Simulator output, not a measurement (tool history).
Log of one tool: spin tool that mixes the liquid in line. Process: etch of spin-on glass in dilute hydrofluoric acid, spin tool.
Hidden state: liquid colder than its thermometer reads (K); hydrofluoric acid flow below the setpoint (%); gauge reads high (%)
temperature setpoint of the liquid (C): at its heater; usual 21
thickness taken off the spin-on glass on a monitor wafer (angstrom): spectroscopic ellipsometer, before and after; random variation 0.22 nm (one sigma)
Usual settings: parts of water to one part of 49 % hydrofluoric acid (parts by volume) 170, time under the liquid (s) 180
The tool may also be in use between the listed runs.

run,day,temperature setpoint of the liquid (C),parts of water to one part of 49 % hydrofluoric acid (parts by volume),time under the liquid (s),wafers since the last listed run,hours since the thermometer was replaced,hours since the hydrofluoric acid flow meter was replaced,hours since the gauge calibration,"read-back film thickness of the spin-on glass reference wafer, read on the same gauge (nm)",thickness taken off the spin-on glass on a monitor wafer (angstrom)
1,0,21,170,180,0,528.2,298.3,744.2,30.01,277.1
2,7.758,23.5,170,180,1744,714.4,484.5,930.4,30,300
3,11.504,23.5,170,180,842,804.3,574.4,1020.3,30.02,300.7
4,14.025,23.5,170,180,566,864.8,634.9,1080.8,30,296.1
5,15.654,21,170,180,366,903.9,674,1119.9,30.02,275.5
6,19.671,21,170,180,903,1000.3,770.4,1216.3,29.98,271.6
7,23.888,21,170,180,948,1101.5,871.6,1317.5,30.01,270.6
8,26.504,18,170,180,588,1164.3,934.4,1380.3,30.03,237.2
# day 28.033: gauge calibrated
# day 30.238: hydrofluoric acid flow meter replaced
9,30.462,18,170,180,880,1259.3,5.4,58.3,29.99,227.4
10,34.762,18,170,180,967,1362.5,108.6,161.5,29.98,223.8
11,38.254,21,170,180,785,1446.3,192.4,245.3,29.96,251.4
# day 40.983: hydrofluoric acid flow meter replaced, repeated, since the last time left the tool worse
12,41.092,21,170,180,628,1514.4,2.6,313.4,29.98,279.5
13,43.196,21,125,125,473,1564.9,53.1,363.9,29.99,280.8
14,45.583,21,130,110,536,1622.2,110.4,421.2,29.99,237.1
15,49.846,19,170,85,958,1724.5,212.7,523.5,30,122.4
16,51.733,21,145,180,424,1769.8,258,568.8,30,337.8
# day 52.538: thermometer replaced
17,54.942,21,170,180,712,57.7,335,645.8,30,272.2
18,59.129,26,145,120,941,158.2,435.5,746.3,30.03,270.2
19,62.308,24.5,110,220,715,234.5,511.8,822.6,30.03,638.9
20,64.967,21,170,180,597,298.3,575.6,886.4,30.01,276.4
21,66.954,24.5,135,180,447,346,623.3,934.1,29.97,408.5
22,71.175,23.5,195,115,949,447.3,724.6,1035.4,30,161.3
23,74.804,25.5,215,260,816,534.4,811.7,1122.5,29.99,347.8

3 ways to go on from here, each from the tool as it stands after run 23. What would each give?
A,74.825,21,205,180,4,534.9,812.2,1123,?,?
B,74.825,24.5,225,130,4,534.9,812.2,1123,?,?
C,74.825,17,240,180,4,534.9,812.2,1123,?,?

run,"read-back film thickness of the spin-on glass reference wafer, read on the same gauge (nm)",thickness taken off the spin-on glass on a monitor wafer (angstrom)
A,29.99,215.3
B,29.99,157.9
C,29.99,152.5
Without the tool's hidden state the same runs would have given:
run,thickness taken off the spin-on glass on a monitor wafer (angstrom)
A,224.8
B,165
C,159.3
